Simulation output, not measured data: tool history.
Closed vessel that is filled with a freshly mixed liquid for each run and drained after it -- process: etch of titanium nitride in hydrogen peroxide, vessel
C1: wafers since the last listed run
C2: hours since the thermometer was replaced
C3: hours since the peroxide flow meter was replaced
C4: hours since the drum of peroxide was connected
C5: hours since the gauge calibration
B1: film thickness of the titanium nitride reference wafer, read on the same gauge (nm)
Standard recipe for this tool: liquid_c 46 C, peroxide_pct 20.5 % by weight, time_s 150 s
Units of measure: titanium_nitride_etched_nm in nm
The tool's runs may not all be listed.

{"run": 1, "hour": 0.0, "liquid_c": 46, "peroxide_pct": 17, "time_s": 150, "C1": 0, "C2": 859.2, "C3": 1264.3, "C4": 297.5, "C5": 1389.9, "B1": 153.317, "titanium_nitride_etched_nm": 4.281}
{"run": 2, "hour": 57.2, "liquid_c": 46, "peroxide_pct": 25, "time_s": 150, "C1": 5336, "C2": 916.4, "C3": 1321.5, "C4": 354.7, "C5": 1447.1, "B1": 153.447, "titanium_nitride_etched_nm": 4.632}
{"run": 3, "hour": 224.0, "liquid_c": 46, "peroxide_pct": 20.5, "time_s": 120, "C1": 15562, "C2": 1083.2, "C3": 1488.3, "C4": 521.5, "C5": 1613.9, "B1": 153.962, "titanium_nitride_etched_nm": 3.522}
{"run": 4, "hour": 267.5, "liquid_c": 46, "peroxide_pct": 20.5, "time_s": 120, "C1": 4058, "C2": 1126.7, "C3": 1531.8, "C4": 565, "C5": 1657.4, "B1": 154.143, "titanium_nitride_etched_nm": 3.597}
{"hour": 312.3, "done": "new drum of peroxide connected"}
{"run": 5, "hour": 318.8, "liquid_c": 42.5, "peroxide_pct": 20.5, "time_s": 150, "C1": 4693, "C2": 1178, "C3": 1583.1, "C4": 6.5, "C5": 1708.7, "B1": 154.26, "titanium_nitride_etched_nm": 3.469}
{"run": 6, "hour": 389.0, "liquid_c": 42.5, "peroxide_pct": 20.5, "time_s": 150, "C1": 6549, "C2": 1248.2, "C3": 1653.3, "C4": 76.7, "C5": 1778.9, "B1": 154.477, "titanium_nitride_etched_nm": 3.479}
{"run": 7, "hour": 421.6, "liquid_c": 39, "peroxide_pct": 20.5, "time_s": 150, "C1": 3041, "C2": 1280.8, "C3": 1685.9, "C4": 109.3, "C5": 1811.5, "B1": 154.592, "titanium_nitride_etched_nm": 2.623}
{"hour": 473.5, "done": "gauge calibrated"}
{"run": 8, "hour": 601.7, "liquid_c": 52, "peroxide_pct": 20.5, "time_s": 150, "C1": 16803, "C2": 1460.9, "C3": 1866, "C4": 289.4, "C5": 128.2, "B1": 150.492, "titanium_nitride_etched_nm": 6.769}
{"run": 9, "hour": 646.3, "liquid_c": 46, "peroxide_pct": 20.5, "time_s": 150, "C1": 4161, "C2": 1505.5, "C3": 1910.6, "C4": 334, "C5": 172.8, "B1": 150.617, "titanium_nitride_etched_nm": 4.382}
{"run": 10, "hour": 692.8, "liquid_c": 46, "peroxide_pct": 20.5, "time_s": 150, "C1": 4338, "C2": 1552, "C3": 1957.1, "C4": 380.5, "C5": 219.3, "B1": 150.739, "titanium_nitride_etched_nm": 4.431}
{"run": 11, "hour": 757.4, "liquid_c": 42, "peroxide_pct": 23.5, "time_s": 210, "C1": 6027, "C2": 1616.6, "C3": 2021.7, "C4": 445.1, "C5": 283.9, "B1": 150.906, "titanium_nitride_etched_nm": 4.721}
{"run": 12, "hour": 807.3, "liquid_c": 37.5, "peroxide_pct": 20.5, "time_s": 180, "C1": 4655, "C2": 1666.5, "C3": 2071.6, "C4": 495, "C5": 333.8, "B1": 151.046, "titanium_nitride_etched_nm": 2.773}
{"run": 13, "hour": 860.1, "liquid_c": 50.5, "peroxide_pct": 22.5, "time_s": 190, "C1": 4926, "C2": 1719.3, "C3": 2124.4, "C4": 547.8, "C5": 386.6, "B1": 151.187, "titanium_nitride_etched_nm": 7.931}
{"run": 14, "hour": 909.9, "liquid_c": 49.5, "peroxide_pct": 17.5, "time_s": 180, "C1": 4646, "C2": 1769.1, "C3": 2174.2, "C4": 597.6, "C5": 436.4, "B1": 151.356, "titanium_nitride_etched_nm": 6.521}
{"run": 15, "hour": 942.1, "liquid_c": 41.5, "peroxide_pct": 20.5, "time_s": 150, "C1": 3004, "C2": 1801.3, "C3": 2206.4, "C4": 629.8, "C5": 468.6, "B1": 151.415, "titanium_nitride_etched_nm": 3.11}
{"hour": 963.5, "done": "thermometer replaced"}
{"run": 16, "hour": 969.4, "liquid_c": 46, "peroxide_pct": 20.5, "time_s": 150, "C1": 2453, "C2": 5.9, "C3": 2233.7, "C4": 657.1, "C5": 495.9, "B1": 151.556, "titanium_nitride_etched_nm": 4.385}
{"hour": 985.3, "done": "new drum of peroxide connected"}
{"hour": 1003.3, "done": "peroxide flow meter replaced"}
{"run": 17, "hour": 1027.1, "liquid_c": 40.5, "peroxide_pct": 26, "time_s": 150, "C1": 5196, "C2": 63.6, "C3": 23.8, "C4": 41.8, "C5": 553.6, "B1": 151.722, "titanium_nitride_etched_nm": 3.084}
{"run": 18, "hour": 1082.1, "liquid_c": 46, "peroxide_pct": 20.5, "time_s": 150, "C1": 5131, "C2": 118.6, "C3": 78.8, "C4": 96.8, "C5": 608.6, "B1": 151.896, "titanium_nitride_etched_nm": 4.406}
{"run": 19, "hour": 1119.9, "liquid_c": 54.5, "peroxide_pct": 18, "time_s": 150, "C1": 3526, "C2": 156.4, "C3": 116.6, "C4": 134.6, "C5": 646.4, "B1": 151.948, "titanium_nitride_etched_nm": 7.903}
{"run": 20, "hour": 1153.6, "liquid_c": 53.5, "peroxide_pct": 20.5, "time_s": 175, "C1": 3144, "C2": 190.1, "C3": 150.3, "C4": 168.3, "C5": 680.1, "B1": 152.091, "titanium_nitride_etched_nm": 8.873}
{"run": 21, "hour": 1192.2, "liquid_c": 46, "peroxide_pct": 26.5, "time_s": 215, "C1": 3601, "C2": 228.7, "C3": 188.9, "C4": 206.9, "C5": 718.7, "B1": 152.209, "titanium_nitride_etched_nm": 6.671}
{"run": 22, "hour": 1261.1, "liquid_c": 46, "peroxide_pct": 20.5, "time_s": 150, "C1": 6428, "C2": 297.6, "C3": 257.8, "C4": 275.8, "C5": 787.6, "B1": 152.394, "titanium_nitride_etched_nm": 4.392}
{"run": 23, "hour": 1293.1, "liquid_c": 49, "peroxide_pct": 17.5, "time_s": 205, "C1": 2985, "C2": 329.6, "C3": 289.8, "C4": 307.8, "C5": 819.6, "B1": 152.481, "titanium_nitride_etched_nm": 7.282}
{"run": 24, "hour": 1362.6, "liquid_c": 41.5, "peroxide_pct": 20.5, "time_s": 110, "C1": 6484, "C2": 399.1, "C3": 359.3, "C4": 377.3, "C5": 889.1, "B1": 152.666, "titanium_nitride_etched_nm": 2.338}
{"run": 25, "hour": 1399.9, "liquid_c": 46, "peroxide_pct": 20.5, "time_s": 150, "C1": 3480, "C2": 436.4, "C3": 396.6, "C4": 414.6, "C5": 926.4, "B1": 152.77, "titanium_nitride_etched_nm": 4.411}
{"run": 26, "hour": 1430.5, "liquid_c": 46, "peroxide_pct": 24, "time_s": 150, "C1": 2855, "C2": 467, "C3": 427.2, "C4": 445.2, "C5": 957, "B1": 152.937, "titanium_nitride_etched_nm": 4.622}
{"run": 27, "hour": 1473.4, "liquid_c": 54, "peroxide_pct": 20.5, "time_s": 185, "C1": 4002, "C2": 509.9, "C3": 470.1, "C4": 488.1, "C5": 999.9, "B1": 152.982, "titanium_nitride_etched_nm": 9.737}
{"run": 28, "hour": 1501.6, "liquid_c": 55, "peroxide_pct": 23, "time_s": 70, "C1": 2631, "C2": 538.1, "C3": 498.3, "C4": 516.3, "C5": 1028.1, "B1": 153.076, "titanium_nitride_etched_nm": 4.09}

Same runs, no hidden state in the tool, same run-to-run variation:
The tool's hidden condition here consists of: liquid hotter than its thermometer reads (K); peroxide flow below the setpoint (%); peroxide weaker than its label (%); gauge reads high (%).
run=1 titanium_nitride_etched_nm=4.188
run=2 titanium_nitride_etched_nm=4.526
run=3 titanium_nitride_etched_nm=3.431
run=4 titanium_nitride_etched_nm=3.501
run=5 titanium_nitride_etched_nm=3.373
run=6 titanium_nitride_etched_nm=3.378
run=7 titanium_nitride_etched_nm=2.546
run=8 titanium_nitride_etched_nm=6.749
run=9 titanium_nitride_etched_nm=4.365
run=10 titanium_nitride_etched_nm=4.41
run=11 titanium_nitride_etched_nm=4.692
run=12 titanium_nitride_etched_nm=2.754
run=13 titanium_nitride_etched_nm=7.867
run=14 titanium_nitride_etched_nm=6.462
run=15 titanium_nitride_etched_nm=3.08
run=16 titanium_nitride_etched_nm=4.341
run=17 titanium_nitride_etched_nm=3.049
run=18 titanium_nitride_etched_nm=4.352
run=19 titanium_nitride_etched_nm=7.8
run=20 titanium_nitride_etched_nm=8.752
run=21 titanium_nitride_etched_nm=6.575
run=22 titanium_nitride_etched_nm=4.324
run=23 titanium_nitride_etched_nm=7.163
run=24 titanium_nitride_etched_nm=2.297
run=25 titanium_nitride_etched_nm=4.331
run=26 titanium_nitride_etched_nm=4.535
run=27 titanium_nitride_etched_nm=9.545
run=28 titanium_nitride_etched_nm=4.008

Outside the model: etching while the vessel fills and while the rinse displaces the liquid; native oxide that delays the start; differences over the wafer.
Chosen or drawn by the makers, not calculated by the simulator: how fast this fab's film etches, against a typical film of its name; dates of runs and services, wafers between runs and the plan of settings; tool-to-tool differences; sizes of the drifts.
